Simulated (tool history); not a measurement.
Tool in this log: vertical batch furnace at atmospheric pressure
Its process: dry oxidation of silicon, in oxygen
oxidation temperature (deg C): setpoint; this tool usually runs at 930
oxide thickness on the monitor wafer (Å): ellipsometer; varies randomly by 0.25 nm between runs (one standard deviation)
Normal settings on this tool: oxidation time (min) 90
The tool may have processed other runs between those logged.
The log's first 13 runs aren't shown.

run	day	oxidation temperature (deg C)	oxidation time (min)	read-back reference wafer on the same gauge, thickness	oxide thickness on the monitor wafer (Å)
14	32.858	910	90	51.37	445.6
15	44.733	930	90	51.37	533.1
# day 48.883: boat lift adjusted
16	48.904	930	90	51.32	554
# day 52.467: thermocouples replaced and temperature profile calibrated
17	53.075	930	90	51.4	532.6
18	56.471	930	90	51.42	532.1
19	58.475	930	90	51.43	534.1
20	62.967	941	124.5	51.34	732.6
21	66.675	937	45.5	51.48	366.6
22	69.812	930	90	51.26	536.9
23	73.788	945	127	51.36	766.7
24	77.642	930	90	51.35	540.9
25	91.079	922	72.5	51.28	438.3
26	95.079	939	90	51.4	588.4
27	99.221	954	70	51.39	554.3
28	100.983	930	61.5	51.41	421.1
29	103.904	930	103	51.41	591.6
# day 106.95: gauge calibrated
30	107.788	954	131.5	51.46	840.5
31	110.225	905	58	51.44	325.2
32	112.329	946	59.5	51.46	468
33	116	920	133	51.47	648.6

Expected results for the next run?
34	120.371	949	65.5	?	?

read-back reference wafer on the same gauge, thickness: 51.37
oxide thickness on the monitor wafer (Å): 510.6
If the tool had no hidden condition, the same run with the same run-to-run variation would have returned oxide thickness on the monitor wafer (Å) 497.8.
